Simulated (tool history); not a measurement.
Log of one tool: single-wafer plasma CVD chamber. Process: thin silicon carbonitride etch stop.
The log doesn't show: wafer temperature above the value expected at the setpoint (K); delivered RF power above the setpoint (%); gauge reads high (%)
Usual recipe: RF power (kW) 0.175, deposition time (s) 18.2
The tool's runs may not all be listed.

run,day,RF power (kW),deposition time (s),wafers since the last listed run,hours since the last thermocouple change,hours since the last RF generator calibration,hours since the showerhead was replaced,hours since the gauge calibration,"read-back reference wafer on the same gauge, thickness_nm",mean film thickness on the monitor wafer (nm)
1,0.000,0.150,18.2,0,954.0,1848.2,4619.7,934.1,10.610,8.883
2,1.912,0.150,18.2,940,999.9,1894.1,4665.6,980.0,10.609,8.856
3,3.467,0.150,18.2,763,1037.2,1931.4,4702.9,1017.3,10.593,8.832
4,4.558,0.175,18.2,536,1063.4,1957.6,4729.1,1043.5,10.594,9.583
5,6.979,0.175,17.0,1189,1121.5,2015.7,4787.2,1101.6,10.591,8.976
6,11.192,0.175,17.0,2070,1222.6,2116.8,4888.3,1202.7,10.600,9.014
7,17.312,0.175,18.2,3008,1369.5,2263.7,5035.2,1349.6,10.596,9.613
8,18.454,0.160,16.8,561,1396.9,2291.1,5062.6,1377.0,10.596,8.489
9,20.246,0.160,16.8,880,1439.9,2334.1,5105.6,1420.0,10.588,8.445
# day 21.121: thermocouple changed; heater temperature recalibrated
10,22.392,0.160,16.8,890,30.5,2385.6,5157.1,1471.5,10.604,8.451
11,25.150,0.175,15.8,1355,96.7,2451.8,5223.3,1537.7,10.600,8.327
12,27.008,0.175,18.2,913,141.3,2496.4,5267.9,1582.3,10.594,9.606
13,28.642,0.175,18.2,802,180.5,2535.6,5307.1,1621.5,10.598,9.578
14,30.450,0.175,18.2,888,223.9,2579.0,5350.5,1664.9,10.606,9.620
# day 31.242: gauge calibrated
15,33.208,0.175,18.2,1355,290.1,2645.2,5416.7,47.2,10.591,9.597
# day 33.592: RF generator calibrated
16,34.738,0.175,18.2,587,326.8,27.5,5453.4,83.9,10.591,10.073
17,36.804,0.195,21.0,1015,376.4,77.1,5503.0,133.5,10.604,12.224
18,39.512,0.175,18.2,1331,441.4,142.1,5568.0,198.5,10.596,10.006
# day 40.600: showerhead replaced
19,41.900,0.195,20.0,1009,498.7,199.4,31.2,255.8,10.600,11.668
20,44.696,0.175,17.2,1374,565.8,266.5,98.3,322.9,10.606,9.457
21,45.825,0.155,20.7,555,592.9,293.6,125.4,350.0,10.601,10.649
22,48.575,0.175,14.9,1351,658.9,359.6,191.4,416.0,10.587,8.111
23,50.767,0.175,19.3,1077,711.5,412.2,244.0,468.6,10.593,10.434
24,53.358,0.175,18.2,1273,773.7,474.4,306.2,530.8,10.591,9.938
25,55.383,0.185,14.7,995,822.3,523.0,354.8,579.4,10.596,8.211
26,58.071,0.155,20.0,1320,886.8,587.5,419.3,643.9,10.601,10.164
27,59.192,0.175,21.2,550,913.7,614.4,446.2,670.8,10.597,11.441
28,61.233,0.150,21.0,1003,962.7,663.4,495.2,719.8,10.605,10.446
29,62.404,0.155,18.2,575,990.8,691.5,523.3,747.9,10.603,9.276
30,64.683,0.175,18.2,1120,1045.5,746.2,578.0,802.6,10.595,9.858
31,65.875,0.145,16.5,585,1074.1,774.8,606.6,831.2,10.612,8.011

What differs in the tool's unlogged condition from the final listed run ahead of each entry between runs to the first listed run following it?
Between runs 9 and 10: thermocouple changed; heater temperature recalibrated (day 21.121)
  delivered RF power above the setpoint (%): -8.81 -> -8.84
  difference, measured minus the result without the unlogged condition, mean film thickness on the monitor wafer (nm): -0.422 -> -0.423
Between runs 14 and 15: gauge calibrated (day 31.242)
  delivered RF power above the setpoint (%): -8.94 -> -8.97
  difference, measured minus the result without the unlogged condition, mean film thickness on the monitor wafer (nm): -0.488 -> -0.489
Between runs 15 and 16: RF generator calibrated (day 33.592)
  delivered RF power above the setpoint (%): -8.97 -> -0.404
  difference, measured minus the result without the unlogged condition, mean film thickness on the monitor wafer (nm): -0.489 -> -0.021
Between runs 18 and 19: showerhead replaced (day 40.600)
  delivered RF power above the setpoint (%): -1.45 -> -1.92
  difference, measured minus the result without the unlogged condition, mean film thickness on the monitor wafer (nm): -0.076 -> -0.117
